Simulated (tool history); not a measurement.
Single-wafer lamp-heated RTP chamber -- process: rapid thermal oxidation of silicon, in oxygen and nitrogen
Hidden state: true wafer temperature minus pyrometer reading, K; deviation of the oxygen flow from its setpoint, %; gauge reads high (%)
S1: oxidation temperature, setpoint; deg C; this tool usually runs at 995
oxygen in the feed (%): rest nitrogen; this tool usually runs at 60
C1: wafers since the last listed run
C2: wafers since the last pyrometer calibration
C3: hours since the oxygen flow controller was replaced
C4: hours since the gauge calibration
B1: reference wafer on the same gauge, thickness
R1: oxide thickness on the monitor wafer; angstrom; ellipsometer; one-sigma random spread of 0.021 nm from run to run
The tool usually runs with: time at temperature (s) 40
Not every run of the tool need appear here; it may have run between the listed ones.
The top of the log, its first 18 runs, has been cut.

run 19 hour=1006.7 | S1=995 time_at_temperature_(s)=40 oxygen_in_the_feed_(%)=60 | C1=346 C2=2187 C3=5662.4 C4=1918.8 | B1=4.821 | R1=42.00
-- hour=1028.2 gauge calibrated
run 20 hour=1035.5 | S1=979 time_at_temperature_(s)=59 oxygen_in_the_feed_(%)=46 | C1=239 C2=2427 C3=5691.2 C4=7.3 | B1=4.821 | R1=40.29
run 21 hour=1065.5 | S1=987 time_at_temperature_(s)=40 oxygen_in_the_feed_(%)=50 | C1=249 C2=2676 C3=5721.2 C4=37.3 | B1=4.831 | R1=37.60
run 22 hour=1120.2 | S1=1017 time_at_temperature_(s)=54 oxygen_in_the_feed_(%)=60 | C1=454 C2=3131 C3=5775.9 C4=92.0 | B1=4.818 | R1=55.13
run 23 hour=1170.3 | S1=1020 time_at_temperature_(s)=59 oxygen_in_the_feed_(%)=36 | C1=416 C2=3547 C3=5826.0 C4=142.1 | B1=4.827 | R1=49.17
run 24 hour=1223.0 | S1=995 time_at_temperature_(s)=51 oxygen_in_the_feed_(%)=51 | C1=438 C2=3985 C3=5878.7 C4=194.8 | B1=4.816 | R1=44.16
run 25 hour=1294.4 | S1=982 time_at_temperature_(s)=35 oxygen_in_the_feed_(%)=86 | C1=593 C2=4579 C3=5950.1 C4=266.2 | B1=4.825 | R1=41.33
run 26 hour=1359.1 | S1=965 time_at_temperature_(s)=40 oxygen_in_the_feed_(%)=83 | C1=537 C2=5116 C3=6014.8 C4=330.9 | B1=4.816 | R1=38.11
run 27 hour=1386.9 | S1=1010 time_at_temperature_(s)=47 oxygen_in_the_feed_(%)=78 | C1=231 C2=5348 C3=6042.6 C4=358.7 | B1=4.812 | R1=54.70
run 28 hour=1442.3 | S1=987 time_at_temperature_(s)=30 oxygen_in_the_feed_(%)=60 | C1=460 C2=5808 C3=6098.0 C4=414.1 | B1=4.826 | R1=36.55
-- hour=1561.6 oxygen flow controller replaced
-- hour=1590.0 pyrometer window cleaned and pyrometer calibrated
run 29 hour=1625.4 | S1=995 time_at_temperature_(s)=55 oxygen_in_the_feed_(%)=75 | C1=1388 C2=294 C3=63.8 C4=597.2 | B1=4.831 | R1=51.07
run 30 hour=1673.9 | S1=970 time_at_temperature_(s)=52 oxygen_in_the_feed_(%)=90 | C1=403 C2=697 C3=112.3 C4=645.7 | B1=4.824 | R1=44.33
run 31 hour=1725.7 | S1=971 time_at_temperature_(s)=40 oxygen_in_the_feed_(%)=60 | C1=430 C2=1127 C3=164.1 C4=697.5 | B1=4.820 | R1=35.66
run 32 hour=1781.7 | S1=1025 time_at_temperature_(s)=40 oxygen_in_the_feed_(%)=87 | C1=465 C2=1593 C3=220.1 C4=753.5 | B1=4.824 | R1=58.51
run 33 hour=1836.3 | S1=995 time_at_temperature_(s)=40 oxygen_in_the_feed_(%)=60 | C1=453 C2=2047 C3=274.7 C4=808.1 | B1=4.821 | R1=41.83
run 34 hour=1865.3 | S1=995 time_at_temperature_(s)=59 oxygen_in_the_feed_(%)=45 | C1=241 C2=2288 C3=303.7 C4=837.1 | B1=4.812 | R1=44.95
run 35 hour=1896.5 | S1=995 time_at_temperature_(s)=40 oxygen_in_the_feed_(%)=60 | C1=259 C2=2547 C3=334.9 C4=868.3 | B1=4.818 | R1=41.94
run 36 hour=1950.8 | S1=995 time_at_temperature_(s)=40 oxygen_in_the_feed_(%)=60 | C1=451 C2=2998 C3=389.2 C4=922.6 | B1=4.827 | R1=42.60
run 37 hour=1998.0 | S1=987 time_at_temperature_(s)=33 oxygen_in_the_feed_(%)=73 | C1=392 C2=3391 C3=436.4 C4=969.8 | B1=4.829 | R1=39.45
run 38 hour=2063.4 | S1=995 time_at_temperature_(s)=40 oxygen_in_the_feed_(%)=60 | C1=543 C2=3934 C3=501.8 C4=1035.2 | B1=4.832 | R1=42.20

Forecast each of these 3 alternatives for the next run:
run A hour=2063.9 | S1=995 time_at_temperature_(s)=51 oxygen_in_the_feed_(%)=60 | C1=4 C2=3938 C3=502.3 C4=1035.7 | B1=? | R1=?
run B hour=2063.9 | S1=995 time_at_temperature_(s)=40 oxygen_in_the_feed_(%)=51 | C1=4 C2=3938 C3=502.3 C4=1035.7 | B1=? | R1=?
run C hour=2063.9 | S1=1011 time_at_temperature_(s)=34 oxygen_in_the_feed_(%)=70 | C1=4 C2=3938 C3=502.3 C4=1035.7 | B1=? | R1=?

run=A B1=4.824 R1=46.77
run=B B1=4.824 R1=40.24
run=C B1=4.824 R1=46.44
The same runs, with their run-to-run variation unchanged, on a tool lacking any hidden condition would have given:
run=A R1=45.24
run=B R1=39.00
run=C R1=44.94

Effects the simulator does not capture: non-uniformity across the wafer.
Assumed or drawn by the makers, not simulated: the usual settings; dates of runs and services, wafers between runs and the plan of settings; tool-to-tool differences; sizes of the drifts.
